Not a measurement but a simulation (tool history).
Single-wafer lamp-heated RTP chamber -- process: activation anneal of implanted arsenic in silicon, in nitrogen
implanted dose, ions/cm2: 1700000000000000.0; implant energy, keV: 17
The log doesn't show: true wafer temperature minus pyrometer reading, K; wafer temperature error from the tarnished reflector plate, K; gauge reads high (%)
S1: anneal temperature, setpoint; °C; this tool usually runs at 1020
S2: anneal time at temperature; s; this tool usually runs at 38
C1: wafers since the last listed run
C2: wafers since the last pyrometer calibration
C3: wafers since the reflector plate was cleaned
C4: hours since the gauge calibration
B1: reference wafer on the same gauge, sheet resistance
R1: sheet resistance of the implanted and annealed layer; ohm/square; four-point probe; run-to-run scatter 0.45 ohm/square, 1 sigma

run,day,S1,S2,C1,C2,C3,C4,B1,R1
1,0,1042,38,0,2613,4328,70.4,106.17,75.59
2,0.521,1042,38,158,2771,4486,82.9,106.43,75.87
3,1.129,1042,38,184,2956,4671,97.5,106.34,76.16
4,1.471,1033,38,103,3059,4774,105.7,106.28,78.63
5,1.846,1033,38,113,3173,4888,114.7,106.19,79.08
6,2.338,1033,38,149,3322,5037,126.5,106.23,78.63
7,2.692,1020,38,107,3430,5145,135,106.21,83.85
8,3.225,1020,38,161,3592,5306,147.8,106.45,82.58
9,3.629,1020,38,122,3714,5429,157.5,106.36,83.61
10,4.167,1020,38,163,3877,5592,170.4,106.2,82.88
11,6.004,1020,38,557,4435,6150,214.5,106.18,82.33
12,6.425,1020,45,127,4562,6277,224.6,106.34,79.9
13,6.921,996,56,150,4713,6428,236.5,106.18,85.87
# day 7.9: pyrometer window cleaned and pyrometer calibrated
14,7.921,996,56,202,6,6630,260.5,106.54,89.86
15,8.075,1020,38,46,53,6677,264.2,106.34,86.54
16,8.596,1020,38,158,211,6835,276.7,106.29,85.62
# day 8.679: gauge calibrated
17,8.85,997,56,77,288,6912,4.1,106.44,89.39
18,9.55,1020,38,212,500,7124,20.9,106.23,84.97
19,9.883,1043,55,101,602,7225,28.9,106.1,71.73
# day 10.417: reflector plate cleaned
20,10.438,995,58,66,669,6,42.2,106.21,91.25
21,10.554,1036,23,35,704,42,45,106.22,88.65
22,11.058,1020,38,152,857,195,57.1,106.4,86.17
23,11.725,1036,38,202,1059,397,73.1,106.55,80.45
24,12.371,993,25,195,1255,593,88.6,106.27,106.82
25,12.929,1020,38,169,1424,762,102,106.55,86.46
26,13.438,1020,38,154,1579,917,114.2,106.36,86.53
27,13.796,1049,48,108,1687,1025,122.8,106.22,72.97
28,14.246,1000,38,136,1824,1162,133.6,106.35,94.8

What does the tool deliver on the next run?
29,14.967,1020,38,218,2043,1380,150.9,?,?

{"run 29": {"B1": 106.44, "R1": 86.05}}
The same run, on a tool lacking any hidden state, would have yielded R1 90.08 ohm/square.
